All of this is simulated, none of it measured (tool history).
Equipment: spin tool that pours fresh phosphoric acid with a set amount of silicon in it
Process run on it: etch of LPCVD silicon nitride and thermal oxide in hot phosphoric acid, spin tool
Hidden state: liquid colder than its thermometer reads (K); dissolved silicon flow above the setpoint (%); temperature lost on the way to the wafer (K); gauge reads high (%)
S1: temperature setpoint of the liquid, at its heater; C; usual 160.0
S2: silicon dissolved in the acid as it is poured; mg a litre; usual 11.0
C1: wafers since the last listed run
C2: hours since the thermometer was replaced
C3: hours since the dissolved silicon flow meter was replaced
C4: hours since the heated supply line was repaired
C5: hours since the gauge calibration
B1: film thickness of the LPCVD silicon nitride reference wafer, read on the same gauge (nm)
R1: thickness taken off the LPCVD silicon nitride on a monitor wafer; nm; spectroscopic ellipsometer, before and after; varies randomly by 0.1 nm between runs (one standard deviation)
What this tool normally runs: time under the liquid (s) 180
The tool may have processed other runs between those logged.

Run 1, day 0.000: usual settings; C1 0; C2 1485.2; C3 2445.4; C4 780.8; C5 71.4; B1 29.98. Result: R1 13.38 nm.
Run 2, day 0.683: usual settings; C1 84; C2 1501.6; C3 2461.8; C4 797.2; C5 87.8; B1 29.98. Result: R1 13.30 nm.
Run 3, day 1.104: usual settings; C1 52; C2 1511.7; C3 2471.9; C4 807.3; C5 97.9; B1 29.97. Result: R1 13.50 nm.
Run 4, day 1.646: usual settings; C1 67; C2 1524.7; C3 2484.9; C4 820.3; C5 110.9; B1 29.99. Result: R1 13.46 nm.
Run 5, day 2.325: usual settings but S1 158.0 C, S2 13.0 mg a litre; C1 84; C2 1541.0; C3 2501.2; C4 836.6; C5 127.2; B1 30.02. Result: R1 12.67 nm.
Run 6, day 2.854: usual settings but S1 158.0 C, S2 13.0 mg a litre; C1 65; C2 1553.7; C3 2513.9; C4 849.3; C5 139.9; B1 29.98. Result: R1 12.57 nm.
Run 7, day 3.546: usual settings but S1 158.0 C, S2 13.0 mg a litre; C1 85; C2 1570.3; C3 2530.5; C4 865.9; C5 156.5; B1 30.01. Result: R1 12.64 nm.
Run 8, day 4.275: usual settings; C1 90; C2 1587.8; C3 2548.0; C4 883.4; C5 174.0; B1 30.01. Result: R1 13.51 nm.
Run 9, day 5.925: usual settings; C1 204; C2 1627.4; C3 2587.6; C4 923.0; C5 213.6; B1 29.99. Result: R1 13.44 nm.
At day 6.217: thermometer replaced.
Run 10, day 6.375: usual settings; C1 50; C2 3.8; C3 2598.4; C4 933.8; C5 224.4; B1 30.00. Result: R1 13.61 nm.
At day 6.504: dissolved silicon flow meter replaced.
Run 11, day 7.062: usual settings but S2 15.5 mg a litre; C1 80; C2 20.3; C3 13.4; C4 950.3; C5 240.9; B1 30.02. Result: R1 13.52 nm.
Run 12, day 7.604: usual settings but S1 158.0 C, S2 6.0 mg a litre; C1 67; C2 33.3; C3 26.4; C4 963.3; C5 253.9; B1 29.99. Result: R1 12.57 nm.
At day 7.858: gauge calibrated.
Run 13, day 8.262: usual settings but time under the liquid (s) 80; C1 81; C2 49.1; C3 42.2; C4 979.1; C5 9.7; B1 29.98. Result: R1 5.94 nm.
Run 14, day 8.733: usual settings but S1 159.0 C, S2 3.5 mg a litre; C1 58; C2 60.4; C3 53.5; C4 990.4; C5 21.0; B1 29.98. Result: R1 13.15 nm.
Run 15, day 9.158: usual settings; C1 52; C2 70.6; C3 63.7; C4 1000.6; C5 31.2; B1 30.01. Result: R1 13.41 nm.
Run 16, day 9.458: usual settings but S1 162.0 C, time under the liquid (s) 85; C1 37; C2 77.8; C3 70.9; C4 1007.8; C5 38.4; B1 30.02. Result: R1 6.84 nm.

What will run 17 give?
At day 9.900: heated supply line repaired.
Run 17, day 9.921: usual settings but S1 157.5 C, S2 4.0 mg a litre, time under the liquid (s) 230; C1 52; C2 88.9; C3 82.0; C4 0.5; C5 49.5; B1 ?. Result: R1 ?.

{"run 17": {"B1": 29.99, "R1": 15.63}}
With no hidden state in the tool, this same run would have given R1 15.63 nm.
